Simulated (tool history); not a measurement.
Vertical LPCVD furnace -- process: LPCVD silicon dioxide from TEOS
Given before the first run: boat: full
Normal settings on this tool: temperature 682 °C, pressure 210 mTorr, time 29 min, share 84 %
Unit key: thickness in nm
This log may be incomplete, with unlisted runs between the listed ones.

run	day	temperature	pressure	time	share	read-back reference wafer on the same gauge, thickness	thickness
1	0	682	210	29	84	129.9	136.41
2	1.633	682	210	29	84	129.99	138.5
3	4.612	682	210	29	84	130.05	136.48
4	6.012	682	210	29	92	129.95	142.94
5	7.017	682	210	29	92	129.87	144.65
6	9.208	682	210	29	92	129.96	144.62
7	11.338	674	210	29	84	129.9	114.62
8	15.912	674	210	29	84	130.16	114.38
9	17.521	676	210	29	84	129.99	121.44
10	19.308	676	210	29	84	130.02	120.24
11	20.612	682	210	38.5	84	130.13	184.77
12	21.975	682	210	38.5	84	130.13	184.86
13	24.008	682	210	21.5	84	130.02	104.06
14	25.396	682	210	21.5	84	129.87	108.16
15	27.683	682	210	21.5	84	130.01	108.27
16	29.854	682	210	29	84	129.91	145.65
17	31.008	691	190	25.5	97	130.2	163.39
18	32.729	682	210	29	84	130.08	147.65
19	34.108	682	210	29	84	129.92	147.45
20	36.992	682	210	21.5	84	129.96	108.49
21	38.05	682	225	29	84	130.01	152.62
22	40.321	682	210	29	84	130.07	131.69
23	42.729	670	210	38	84	130	128.67
24	43.862	682	175	21.5	84	129.93	89.22
25	45.188	671	210	20	92	129.95	72.83
26	46.667	693	210	40	89	130.04	244.15
27	55.608	674	210	29	97	130.05	116.96
28	57.121	682	160	18.5	84	129.92	74.05
29	58.429	686	185	19.5	97	129.98	99.24
30	59.996	673	210	29	70	129.89	97.77
31	62.654	692	185	21.5	77	130.06	113.21
32	65.262	682	210	37.5	89	129.89	177.08

Missing from the log above: 5 entries noted between runs. For each, name the pair of listed runs it sits between and say how the tool's hidden condition differs from the listed run just before to the listed run just after:
After run 13, before run 14: thermocouples replaced and temperature profile calibrated (day 25.375)
  true tube temperature minus thermocouple reading, K: 2.73 -> 4.76
  difference, measured minus the result without the unlogged condition, thickness: +6.62 -> +11.7 nm
After run 15, before run 16: gauge calibrated (day 28.95)
  true tube temperature minus thermocouple reading, K: 4.83 -> 4.9
  difference, measured minus the result without the unlogged condition, thickness: +11.86 -> +16.16 nm
After run 19, before run 20: TEOS flow controller replaced (day 35.925); pressure gauge zeroed (day 36.921)
  true tube temperature minus thermocouple reading, K: 5.02 -> 5.11
  difference, measured minus the result without the unlogged condition, thickness: +16.76 -> +12.53 nm
After run 21, before run 22: thermocouples replaced and temperature profile calibrated, repeated, since the last time left the tool worse (day 40.108)
  true tube temperature minus thermocouple reading, K: 5.14 -> 0.18
  difference, measured minus the result without the unlogged condition, thickness: +17.73 -> +0.58 nm
